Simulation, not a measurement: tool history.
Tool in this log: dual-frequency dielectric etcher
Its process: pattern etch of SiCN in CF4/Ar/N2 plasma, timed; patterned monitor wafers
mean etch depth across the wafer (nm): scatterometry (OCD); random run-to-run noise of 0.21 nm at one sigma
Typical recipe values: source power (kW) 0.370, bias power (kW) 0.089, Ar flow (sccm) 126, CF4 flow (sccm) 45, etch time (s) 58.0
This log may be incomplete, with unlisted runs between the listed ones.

| run | hour | source power (kW) | bias power (kW) | Ar flow (sccm) | CF4 flow (sccm) | etch time (s) | read-back reference wafer on the same gauge, depth_nm | mean etch depth across the wafer (nm) |
|---|---|---|---|---|---|---|---|---|
| 1 | 0.0 | 0.320 | 0.089 | 126 | 45 | 58.0 | 46.77 | 36.23 |
| 2 | 28.0 | 0.370 | 0.089 | 126 | 52 | 58.0 | 46.73 | 43.36 |
| 3 | 80.2 | 0.370 | 0.089 | 126 | 45 | 58.0 | 46.83 | 42.27 |
| 4 | 123.9 | 0.310 | 0.089 | 107 | 51 | 68.0 | 46.81 | 43.25 |
|  | 159.6 | wet clean of the chamber |
| 5 | 187.2 | 0.370 | 0.089 | 126 | 45 | 63.5 | 46.86 | 46.68 |
|  | 193.8 | source power generator calibrated |
| 6 | 252.6 | 0.280 | 0.072 | 126 | 40 | 72.0 | 46.89 | 33.98 |
| 7 | 290.2 | 0.290 | 0.089 | 126 | 45 | 58.0 | 46.76 | 32.64 |
| 8 | 357.2 | 0.370 | 0.089 | 126 | 45 | 58.0 | 46.82 | 42.09 |
| 9 | 390.1 | 0.370 | 0.100 | 126 | 45 | 58.0 | 46.71 | 44.51 |
| 10 | 424.6 | 0.370 | 0.069 | 126 | 45 | 67.5 | 46.78 | 43.12 |
| 11 | 449.7 | 0.370 | 0.081 | 126 | 45 | 74.0 | 46.92 | 51.60 |
| 12 | 490.4 | 0.370 | 0.070 | 147 | 45 | 58.0 | 46.76 | 35.55 |
| 13 | 541.9 | 0.370 | 0.079 | 136 | 49 | 52.0 | 46.82 | 35.63 |
|  | 584.4 | bias power generator calibrated |
|  | 601.4 | Ar flow controller replaced |
| 14 | 610.9 | 0.370 | 0.089 | 126 | 45 | 58.0 | 46.81 | 42.39 |
| 15 | 654.5 | 0.370 | 0.077 | 126 | 45 | 69.0 | 46.81 | 46.70 |
|  | 680.4 | wet clean of the chamber |
| 16 | 723.3 | 0.420 | 0.089 | 126 | 53 | 58.0 | 46.81 | 49.72 |
| 17 | 768.2 | 0.310 | 0.075 | 126 | 45 | 49.5 | 46.84 | 27.15 |
| 18 | 800.3 | 0.400 | 0.089 | 155 | 45 | 71.0 | 46.79 | 53.44 |
| 19 | 884.1 | 0.400 | 0.089 | 126 | 34 | 69.0 | 46.91 | 52.23 |
| 20 | 948.5 | 0.300 | 0.089 | 126 | 41 | 58.0 | 46.89 | 33.61 |
| 21 | 1018.6 | 0.370 | 0.089 | 126 | 45 | 58.0 | 46.82 | 42.39 |

Each row is a separate what-if for the run after 21, all from the same tool condition, not one after another. Results?
| A | 1019.0 | 0.370 | 0.089 | 126 | 45 | 58.0 | ? | ? |
| B | 1019.0 | 0.370 | 0.089 | 158 | 45 | 64.5 | ? | ? |
| C | 1019.0 | 0.290 | 0.089 | 126 | 45 | 71.0 | ? | ? |
| D | 1019.0 | 0.390 | 0.089 | 126 | 45 | 58.0 | ? | ? |

| run | read-back reference wafer on the same gauge, depth_nm | mean etch depth across the wafer (nm) |
|---|---|---|
| A | 46.76 | 42.56 |
| B | 46.76 | 45.05 |
| C | 46.76 | 40.22 |
| D | 46.76 | 44.93 |
With no hidden state in the tool, these same runs would have given:
| run | mean etch depth across the wafer (nm) |
|---|---|
| A | 42.56 |
| B | 45.05 |
| C | 40.22 |
| D | 44.93 |
